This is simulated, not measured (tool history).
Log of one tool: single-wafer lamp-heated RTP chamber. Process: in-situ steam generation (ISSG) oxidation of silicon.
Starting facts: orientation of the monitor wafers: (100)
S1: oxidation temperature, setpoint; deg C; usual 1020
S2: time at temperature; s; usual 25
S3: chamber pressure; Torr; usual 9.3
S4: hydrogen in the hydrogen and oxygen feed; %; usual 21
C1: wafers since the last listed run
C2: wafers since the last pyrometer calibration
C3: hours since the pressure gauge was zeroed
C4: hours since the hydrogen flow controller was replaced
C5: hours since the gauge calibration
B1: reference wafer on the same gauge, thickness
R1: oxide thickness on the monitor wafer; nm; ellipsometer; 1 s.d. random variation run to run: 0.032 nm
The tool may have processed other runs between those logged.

run,hour,S1,S2,S3,S4,C1,C2,C3,C4,C5,B1,R1
1,0.0,1020,18,9.3,21,0,4946,2520.0,3786.3,105.0,5.046,5.414
# hour 7.9: gauge calibrated
2,13.6,1020,25,9.3,21,251,5198,2533.6,3799.9,5.7,5.056,6.366
3,29.0,1020,25,9.3,21,284,5483,2549.0,3815.3,21.1,5.050,6.385
4,36.0,1020,25,9.3,21,129,5613,2556.0,3822.3,28.1,5.047,6.434
5,46.8,1020,25,9.3,21,199,5812,2566.8,3833.1,38.9,5.053,6.464
6,62.0,1020,25,9.3,21,281,6094,2582.0,3848.3,54.1,5.055,6.391
7,76.3,1020,25,9.3,21,264,6358,2596.3,3862.6,68.4,5.055,6.405
# hour 91.0: pyrometer window cleaned and pyrometer calibrated
8,91.5,1020,25,9.3,21,133,8,2611.5,3877.8,83.6,5.054,6.102
# hour 104.1: hydrogen flow controller replaced
9,104.6,1020,25,9.3,21,94,103,2624.6,0.5,96.7,5.047,6.142
# hour 114.1: gauge calibrated
# hour 117.4: pressure gauge zeroed
10,117.9,1020,33,9.3,16,98,201,0.5,13.8,3.8,5.041,6.842
11,120.5,1020,25,10.2,21,48,249,3.1,16.4,6.4,5.051,6.094
12,132.6,1026,34,10.2,14,223,473,15.2,28.5,18.5,5.055,6.888
13,139.9,1020,25,9.3,21,135,608,22.5,35.8,25.8,5.049,6.167
14,146.8,1010,25,8.6,30,127,736,29.4,42.7,32.7,5.052,6.498
15,161.9,1020,20,9.3,26,279,1015,44.5,57.8,47.8,5.053,5.805
16,173.4,1020,25,9.3,21,212,1228,56.0,69.3,59.3,5.052,6.170
17,187.8,1003,25,9.3,21,266,1494,70.4,83.7,73.7,5.052,5.717
18,199.8,1020,25,9.3,21,222,1716,82.4,95.7,85.7,5.050,6.261

How the hidden state differs across the entries between the runs, from the last listed run before each to the first after it:
Logged between run 1 and run 2: gauge calibrated (hour 7.9)
  true wafer temperature minus pyrometer reading, K: 7.47 -> 7.83
  the result without the hidden state subtracted from the measured one, R1: +0.182 -> +0.242 nm
Logged between run 7 and run 8: pyrometer window cleaned and pyrometer calibrated (hour 91.0)
  true wafer temperature minus pyrometer reading, K: 9.49 -> 0.312
  the result without the hidden state subtracted from the measured one, R1: +0.296 -> +0.009 nm
Logged between run 8 and run 9: hydrogen flow controller replaced (hour 104.1)
  true wafer temperature minus pyrometer reading, K: 0.312 -> 0.659
  the result without the hidden state subtracted from the measured one, R1: +0.009 -> +0.019 nm
Logged between run 9 and run 10: gauge calibrated (hour 114.1); pressure gauge zeroed (hour 117.4)
  true wafer temperature minus pyrometer reading, K: 0.659 -> 1.01
  the result without the hidden state subtracted from the measured one, R1: +0.019 -> +0.036 nm
